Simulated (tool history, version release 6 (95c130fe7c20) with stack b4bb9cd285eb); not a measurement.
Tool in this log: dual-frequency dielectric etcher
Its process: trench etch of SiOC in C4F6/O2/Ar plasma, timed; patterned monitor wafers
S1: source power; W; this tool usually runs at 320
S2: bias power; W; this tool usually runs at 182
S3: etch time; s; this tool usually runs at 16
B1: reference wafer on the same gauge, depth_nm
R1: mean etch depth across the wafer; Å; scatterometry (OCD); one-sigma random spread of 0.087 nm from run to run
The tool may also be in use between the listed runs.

Run 1, day 0: usual settings; B1 24.7. Result: R1 259.4 Å.
At day 0.283: wet clean of the chamber.
Run 2, day 2.521: usual settings; B1 24.71. Result: R1 263.8 Å.
Run 3, day 7.008: usual settings; B1 24.7. Result: R1 260.9 Å.
Run 4, day 11.079: usual settings but S3 18 s; B1 24.7. Result: R1 293.2 Å.
At day 12.283: bias power generator calibrated.
Run 5, day 12.75: usual settings; B1 24.71. Result: R1 260.3 Å.
At day 14.983: upper electrode replaced, of another model than before.
Run 6, day 15.004: usual settings but S1 340 W; B1 24.71. Result: R1 263.2 Å.
Run 7, day 16.846: usual settings but S1 340 W; B1 24.7. Result: R1 263.7 Å.
Run 8, day 21.242: usual settings but S1 290 W, S3 19 s; B1 24.7. Result: R1 301 Å.
At day 23.125: source power generator calibrated.
At day 23.862: wet clean of the chamber.
Run 9, day 24.275: usual settings but S3 19 s; B1 24.71. Result: R1 313.4 Å.
Run 10, day 28.238: usual settings but S1 300 W, S3 20.5 s; B1 24.7. Result: R1 332.9 Å.
At day 28.254: gauge calibrated.
Run 11, day 31.779: usual settings; B1 24.7. Result: R1 262.1 Å.
Run 12, day 33.412: usual settings but S3 12 s; B1 24.69. Result: R1 196.6 Å.
Run 13, day 36.075: usual settings but S1 300 W, S2 143 W, S3 17.5 s; B1 24.7. Result: R1 265.9 Å.
Run 14, day 40.292: usual settings; B1 24.7. Result: R1 259.4 Å.

Consider 4 possible next runs. They are alternatives, not a sequence: every one starts from the tool as it was left by run 14. What does each give?
Run A, day 40.308: usual settings; B1 ?. Result: R1 ?.
Run B, day 40.308: usual settings but S1 280 W, S2 224 W, S3 20.5 s; B1 ?. Result: R1 ?.
Run C, day 40.308: usual settings but S1 360 W, S2 194 W, S3 13 s; B1 ?. Result: R1 ?.
Run D, day 40.308: usual settings but S1 280 W; B1 ?. Result: R1 ?.

run    B1     R1
  A  24.7  260.1
  B  24.7  344.1
  C  24.7  219.9
  D  24.7  253.9
With the hidden condition removed and each run's random variation left untouched, the same runs would have given:
run     R1
  A  263.4
  B  348.4
  C  222.7
  D    257
